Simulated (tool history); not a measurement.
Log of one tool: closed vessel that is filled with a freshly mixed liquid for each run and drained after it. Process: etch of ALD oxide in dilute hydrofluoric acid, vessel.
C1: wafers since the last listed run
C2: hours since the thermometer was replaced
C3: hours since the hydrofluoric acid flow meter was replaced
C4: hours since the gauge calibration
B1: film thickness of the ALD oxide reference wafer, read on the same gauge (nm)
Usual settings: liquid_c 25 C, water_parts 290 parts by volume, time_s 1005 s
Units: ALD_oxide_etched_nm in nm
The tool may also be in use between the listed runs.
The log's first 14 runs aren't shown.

Run 15, hour 680.3: usual settings but liquid_c 21.5 C, time_s 650 s; C1 3000; C2 1245.7; C3 1354.8; C4 1842.7; B1 150.01. Result: ALD_oxide_etched_nm 27.2 nm.
At hour 705.9: thermometer replaced.
Run 16, hour 729.9: usual settings but liquid_c 23 C, water_parts 170 parts by volume, time_s 1325 s; C1 2113; C2 24; C3 1404.4; C4 1892.3; B1 149.99. Result: ALD_oxide_etched_nm 114.45 nm.
Run 17, hour 794.9: usual settings; C1 2826; C2 89; C3 1469.4; C4 1957.3; B1 149.99. Result: ALD_oxide_etched_nm 48.35 nm.
Run 18, hour 858.5: usual settings but liquid_c 28 C; C1 2765; C2 152.6; C3 1533; C4 2020.9; B1 149.99. Result: ALD_oxide_etched_nm 53.57 nm.
Run 19, hour 890.8: usual settings but liquid_c 28 C, water_parts 225 parts by volume, time_s 1205 s; C1 1404; C2 184.9; C3 1565.3; C4 2053.2; B1 150.01. Result: ALD_oxide_etched_nm 89.25 nm.
Run 20, hour 920: usual settings but liquid_c 28.5 C, water_parts 190 parts by volume; C1 1269; C2 214.1; C3 1594.5; C4 2082.4; B1 149.94. Result: ALD_oxide_etched_nm 93.38 nm.
Run 21, hour 976.7: usual settings but liquid_c 21 C, water_parts 360 parts by volume, time_s 755 s; C1 2465; C2 270.8; C3 1651.2; C4 2139.1; B1 150.03. Result: ALD_oxide_etched_nm 23.75 nm.
Run 22, hour 1005.9: usual settings but time_s 1180 s; C1 1269; C2 300; C3 1680.4; C4 2168.3; B1 150.03. Result: ALD_oxide_etched_nm 56.63 nm.
Run 23, hour 1063.2: usual settings but time_s 540 s; C1 2491; C2 357.3; C3 1737.7; C4 2225.6; B1 150.04. Result: ALD_oxide_etched_nm 26.12 nm.

Forecast run 24:
Run 24, hour 1106.1: usual settings but water_parts 335 parts by volume, time_s 1485 s; C1 1865; C2 400.2; C3 1780.6; C4 2268.5; B1 ?. Result: ALD_oxide_etched_nm ?.

B1: 149.98
ALD_oxide_etched_nm: 58.99 nm
Without the tool's hidden state the same run would have given ALD_oxide_etched_nm 59.39 nm.
